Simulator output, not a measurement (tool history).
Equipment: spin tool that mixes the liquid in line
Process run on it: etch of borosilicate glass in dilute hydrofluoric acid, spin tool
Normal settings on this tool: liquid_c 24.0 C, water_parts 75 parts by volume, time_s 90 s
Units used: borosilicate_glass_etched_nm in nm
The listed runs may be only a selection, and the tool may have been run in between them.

run,hour,liquid_c,water_parts,time_s,"read-back film thickness of the borosilicate glass reference wafer, read on the same gauge (nm)",borosilicate_glass_etched_nm
1,0.0,22.5,75,90,49.99,29.73
2,13.7,22.5,75,90,50.03,29.69
3,29.2,22.5,75,90,50.01,29.33
4,39.7,24.0,75,90,50.00,31.38
5,46.7,24.0,75,90,50.03,31.15
6,57.4,26.0,75,90,49.98,33.99
7,73.4,26.0,75,90,49.99,34.00
8,80.5,24.0,75,90,49.98,31.64
9,94.2,24.0,75,90,50.00,31.31
10,105.9,24.0,75,90,49.96,31.66
11,120.4,24.0,75,90,50.01,30.97
12,143.9,24.0,75,115,50.01,40.15
13,155.7,24.0,75,115,49.97,40.41
14,168.7,21.5,75,90,50.00,28.27
15,180.7,21.5,75,90,49.98,28.06
16,198.6,21.5,75,90,50.01,28.38
# hour 202.3: gauge calibrated
17,211.4,24.0,75,90,50.01,31.61
18,220.2,20.0,75,65,50.00,19.34
# hour 223.6: hydrofluoric acid flow meter replaced
# hour 225.0: thermometer replaced
19,231.2,24.0,75,90,49.98,31.34
20,248.9,24.0,75,90,50.01,31.52
21,262.4,26.0,75,90,49.98,34.03
22,274.9,24.0,75,90,49.99,31.32
23,285.2,24.0,90,90,50.00,25.73
24,296.7,22.5,45,115,50.01,64.56
25,314.5,24.0,75,130,49.98,45.26
26,322.3,24.0,75,90,50.02,31.40
27,336.4,21.0,75,90,50.00,27.67
28,348.9,24.0,105,125,50.02,30.29
29,365.9,28.0,105,70,50.01,19.54
30,382.8,28.5,55,40,49.98,23.25
31,423.0,24.0,50,90,49.96,48.30
32,438.0,24.0,115,90,50.04,19.67
33,445.2,19.0,75,65,49.99,18.39
34,451.5,28.5,75,90,50.00,37.65

Predict each of these 3 candidate next runs independently; none follows another, all start after run 34:
A,451.9,22.0,75,90,?,?
B,451.9,24.0,75,50,?,?
C,451.9,24.0,35,90,?,?

run,"read-back film thickness of the borosilicate glass reference wafer, read on the same gauge (nm)",borosilicate_glass_etched_nm
A,50.01,29.05
B,50.01,17.51
C,50.01,71.18
Without the tool's unlogged condition, the same runs would have read:
run,borosilicate_glass_etched_nm
A,29.05
B,17.51
C,71.18
